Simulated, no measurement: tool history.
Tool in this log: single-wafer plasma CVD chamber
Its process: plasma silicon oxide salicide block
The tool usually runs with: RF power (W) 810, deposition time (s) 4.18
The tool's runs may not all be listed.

run	hour	RF power (W)	deposition time (s)	wafers since the last listed run	hours since the last RF generator calibration	hours since the showerhead was replaced	hours since the gauge calibration	read-back reference wafer on the same gauge, thickness_nm	mean film thickness on the monitor wafer (angstrom)
1	0	925	4.18	0	1721.3	2515.2	335.8	55.02	475.27
2	49.5	925	4.18	1519	1770.8	2564.7	385.3	54.982	475.64
3	59.8	925	4.18	316	1781.1	2575	395.6	55.006	474.07
4	66.2	810	4.18	196	1787.5	2581.4	402	55.062	445.61
5	75.5	810	4.18	285	1796.8	2590.7	411.3	54.981	443.67
6	82	810	4.18	199	1803.3	2597.2	417.8	55.023	442.62
7	99	810	4.18	521	1820.3	2614.2	434.8	55.016	444.64
8	108	810	4.18	276	1829.3	2623.2	443.8	55.057	444.41
9	124.9	810	4.18	518	1846.2	2640.1	460.7	54.973	441.33
10	141.7	810	4.18	515	1863	2656.9	477.5	55.02	442.44
11	179.5	810	4.18	1160	1900.8	2694.7	515.3	55.045	443.44
12	191.3	810	4.18	362	1912.6	2706.5	527.1	54.939	443.89
13	204.8	810	4.65	414	1926.1	2720	540.6	55.017	493.24
14	211	810	4.65	190	1932.3	2726.2	546.8	54.979	492.37
15	222	810	4.65	337	1943.3	2737.2	557.8	55.051	492.09
16	233.4	810	3.68	349	1954.7	2748.6	569.2	54.989	388.9
17	278.4	810	3.68	1381	1999.7	2793.6	614.2	55.001	387.97
# hour 279: gauge calibrated
# hour 295.5: RF generator calibrated
18	312.3	810	4.18	794	16.8	2827.5	33.3	54.969	459.54
19	347.7	810	4.18	1086	52.2	2862.9	68.7	54.985	462.48
20	365.6	810	3.61	549	70.1	2880.8	86.6	55.034	396.7
21	379.4	680	3.93	423	83.9	2894.6	100.4	54.966	395.48
# hour 405.4: showerhead replaced
22	405.9	875	4.18	567	110.4	0.5	126.9	55	477.02
23	422.8	720	3.67	518	127.3	17.4	143.8	55.028	380
24	436	855	4.4	405	140.5	30.6	157	55.004	496.92
25	453.5	810	4.18	537	158	48.1	174.5	55.023	458.78
26	466.5	900	4.76	398	171	61.1	187.5	54.974	553.87
27	483.6	915	4.18	524	188.1	78.2	204.6	54.935	489.46
28	498	885	3.58	441	202.5	92.6	219	55.074	412.25
29	506.3	695	4.92	254	210.8	100.9	227.3	55.027	499.55
30	514.6	925	4.18	254	219.1	109.2	235.6	55.033	487.74
31	520.9	745	4.65	193	225.4	115.5	241.9	54.976	491
32	533.2	810	4.61	377	237.7	127.8	254.2	55.02	505.44
33	556.2	925	4.94	705	260.7	150.8	277.2	55.003	577.75
34	565.2	810	4.18	276	269.7	159.8	286.2	54.995	458.69
35	571.9	670	3.57	205	276.4	166.5	292.9	55.017	356.1
36	581.5	730	4.71	294	286	176.1	302.5	54.974	491.25
37	598.8	925	4.5	530	303.3	193.4	319.8	54.949	528.12
38	605.6	810	4.18	208	310.1	200.2	326.6	55.047	459.43

Per-run results on a tool with no hidden state, each run keeping its own random variation:
The tool's hidden condition here consists of: delivered RF power above the setpoint (%); gauge reads high (%).
run	mean film thickness on the monitor wafer (angstrom)
1	491.81
2	493.09
3	491.64
4	462.24
5	460.39
6	459.42
7	461.81
8	461.73
9	458.83
10	460.3
11	462.03
12	462.73
13	514.46
14	513.68
15	513.62
16	406.11
17	405.92
18	461.25
19	464.21
20	398.19
21	396.98
22	478.85
23	381.47
24	498.86
25	460.59
26	556.09
27	491.44
28	413.94
29	501.62
30	489.77
31	493.06
32	507.59
33	580.27
34	460.71
35	357.68
36	493.46
37	530.55
38	461.56

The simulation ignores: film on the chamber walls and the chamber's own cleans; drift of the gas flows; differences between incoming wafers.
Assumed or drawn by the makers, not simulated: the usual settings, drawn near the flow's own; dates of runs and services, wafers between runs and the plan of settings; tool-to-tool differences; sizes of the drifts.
